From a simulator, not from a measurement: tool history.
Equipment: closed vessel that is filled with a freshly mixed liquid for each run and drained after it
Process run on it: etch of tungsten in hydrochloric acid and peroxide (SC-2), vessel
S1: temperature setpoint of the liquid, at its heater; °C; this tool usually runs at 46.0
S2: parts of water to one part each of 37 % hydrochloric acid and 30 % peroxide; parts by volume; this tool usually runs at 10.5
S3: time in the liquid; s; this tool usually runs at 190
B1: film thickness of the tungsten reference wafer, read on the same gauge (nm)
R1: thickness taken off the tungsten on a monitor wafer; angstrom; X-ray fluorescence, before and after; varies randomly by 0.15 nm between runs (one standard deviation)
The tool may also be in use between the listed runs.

run	hour	S1	S2	S3	B1	R1
1	0.0	46.0	10.5	190	69.97	171.3
2	35.1	46.0	10.5	190	70.03	172.5
3	95.0	46.0	10.5	190	69.98	171.9
# hour 119.4: new drum of peroxide connected
4	162.7	46.0	10.5	190	70.03	170.8
5	201.9	46.0	12.0	190	69.97	151.0
6	231.9	46.0	12.0	190	69.98	152.1
7	274.1	46.0	12.0	190	69.99	151.2
# hour 288.1: thermometer replaced
8	344.8	46.0	7.5	250	70.03	299.5
9	387.8	51.0	10.5	190	70.04	238.4
10	412.5	46.0	10.5	190	70.05	168.8
# hour 416.4: new drum of peroxide connected
11	488.7	46.0	10.5	190	70.02	173.5
12	513.5	46.0	6.5	160	69.95	213.0
13	565.1	54.5	10.5	190	70.03	301.0
# hour 719.5: chemicals flow meter replaced
# hour 737.4: new drum of peroxide connected
# hour 738.4: gauge calibrated
14	746.0	56.0	7.5	225	70.01	517.5
15	808.5	43.0	8.5	150	70.01	131.7
16	870.9	55.5	10.5	230	70.02	385.3
17	931.8	40.0	10.5	255	70.02	149.9

Here are 5 independent what-if runs from the current tool condition. What would each one return?
A	932.5	46.0	9.0	190	?	?
B	932.5	42.5	10.5	190	?	?
C	932.5	46.0	6.5	140	?	?
D	932.5	46.0	10.5	125	?	?
E	932.5	41.0	10.5	90	?	?

run	B1	R1
A	69.96	193.1
B	69.96	133.4
C	69.96	184.2
D	69.96	111.8
E	69.96	56.9
With no hidden state in the tool, these same runs would have given:
run	R1
A	193.1
B	133.4
C	184.2
D	111.8
E	56.9
